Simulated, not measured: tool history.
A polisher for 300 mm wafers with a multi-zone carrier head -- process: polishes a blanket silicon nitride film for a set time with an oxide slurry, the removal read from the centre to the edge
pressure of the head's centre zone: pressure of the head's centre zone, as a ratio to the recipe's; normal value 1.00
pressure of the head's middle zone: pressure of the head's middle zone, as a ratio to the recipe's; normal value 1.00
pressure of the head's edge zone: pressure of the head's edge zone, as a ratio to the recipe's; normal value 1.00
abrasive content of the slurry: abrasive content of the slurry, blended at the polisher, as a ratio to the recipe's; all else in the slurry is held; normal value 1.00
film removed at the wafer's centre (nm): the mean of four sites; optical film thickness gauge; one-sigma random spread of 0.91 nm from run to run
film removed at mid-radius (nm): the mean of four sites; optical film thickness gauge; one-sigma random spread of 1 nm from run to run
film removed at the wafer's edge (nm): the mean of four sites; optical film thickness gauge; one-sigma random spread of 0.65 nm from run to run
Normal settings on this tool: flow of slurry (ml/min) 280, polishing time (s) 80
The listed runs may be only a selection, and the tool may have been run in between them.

run,hour,flow of slurry (ml/min),pressure of the head's centre zone,pressure of the head's middle zone,pressure of the head's edge zone,abrasive content of the slurry,polishing time (s),"incoming thickness of the incoming film, nm",film removed at the wafer's centre (nm),film removed at mid-radius (nm),film removed at the wafer's edge (nm)
1,0.0,280,1.00,1.00,1.00,1.00,80,363.2,82.1,78.0,79.3
2,71.3,280,1.00,1.00,1.00,1.00,80,358.3,82.6,79.8,80.5
3,123.0,280,1.00,1.00,1.00,1.00,80,352.8,82.3,79.0,79.1
4,191.5,280,1.00,1.00,1.00,1.00,80,367.1,81.3,77.5,79.9
# hour 255.1: worn pad replaced by a new one
5,347.3,280,1.00,1.00,1.00,1.00,80,360.1,83.7,78.6,80.5
# hour 395.2: carrier head's membrane replaced by a new one
6,432.1,280,1.00,1.00,1.00,1.00,80,360.8,81.4,78.5,80.4
# hour 444.6: centre zone pressure recalibrated
7,490.7,280,1.00,1.00,1.00,1.00,80,361.1,81.1,78.2,79.5
8,549.3,280,1.00,1.00,1.00,1.00,80,365.5,83.1,80.4,78.6
9,624.2,280,1.00,1.00,1.00,1.10,92,361.3,98.7,96.7,97.0
# hour 679.5: worn pad replaced by a new one
# hour 701.7: edge zone pressure recalibrated
10,708.1,280,1.00,1.00,1.00,1.00,89,363.7,90.2,87.6,89.1
# hour 740.5: slurry nozzle cleaned
11,789.8,280,1.09,0.90,1.00,1.00,80,356.9,89.4,70.9,80.8
12,868.8,340,1.00,1.00,1.00,1.00,80,358.7,85.4,79.6,81.0
13,957.8,280,1.00,0.91,1.00,1.00,80,356.0,83.0,71.2,79.6
# hour 1008.3: worn pad replaced by a new one
14,1027.6,280,1.00,1.00,1.00,1.00,80,365.8,80.2,77.5,78.6
# hour 1040.8: centre zone pressure recalibrated
# hour 1088.0: carrier head's membrane replaced by a new one
15,1088.5,335,0.95,0.93,1.00,1.00,54,363.8,54.6,51.1,55.1
16,1123.1,280,1.00,1.00,1.04,1.00,80,361.0,81.6,79.9,80.8
17,1181.8,280,1.00,1.00,1.00,1.00,80,355.6,79.9,78.4,80.6
18,1233.7,280,1.00,1.00,1.00,1.00,80,361.6,82.0,79.0,79.1
19,1272.0,280,1.00,1.00,1.00,1.00,80,362.5,82.6,80.4,80.2
# hour 1387.4: edge zone pressure recalibrated
# hour 1440.0: worn pad replaced by a new one
20,1502.3,280,1.00,1.00,0.92,1.00,80,358.2,81.3,78.6,77.9
# hour 1532.6: centre zone pressure recalibrated
21,1563.2,305,0.94,1.00,1.00,1.00,95,361.2,93.7,94.2,95.9

Branching from run 21: 4 alternative next runs. What would each branch give?
A,1563.6,280,1.00,1.00,1.00,1.00,80,360.3,?,?,?
B,1563.6,280,1.00,1.00,1.00,1.10,97,360.3,?,?,?
C,1563.6,280,1.00,0.91,0.89,1.00,80,360.3,?,?,?
D,1563.6,280,0.92,1.09,0.96,0.85,80,360.3,?,?,?

run,film removed at the wafer's centre (nm),film removed at mid-radius (nm),film removed at the wafer's edge (nm)
A,83.0,78.6,80.7
B,105.8,100.2,103.0
C,82.9,72.6,78.0
D,69.3,76.9,72.3
Without the tool's unlogged condition, the same runs would have read:
run,film removed at the wafer's centre (nm),film removed at mid-radius (nm),film removed at the wafer's edge (nm)
A,83.0,78.6,80.7
B,105.8,100.2,103.0
C,82.9,72.6,78.0
D,69.3,76.9,72.3

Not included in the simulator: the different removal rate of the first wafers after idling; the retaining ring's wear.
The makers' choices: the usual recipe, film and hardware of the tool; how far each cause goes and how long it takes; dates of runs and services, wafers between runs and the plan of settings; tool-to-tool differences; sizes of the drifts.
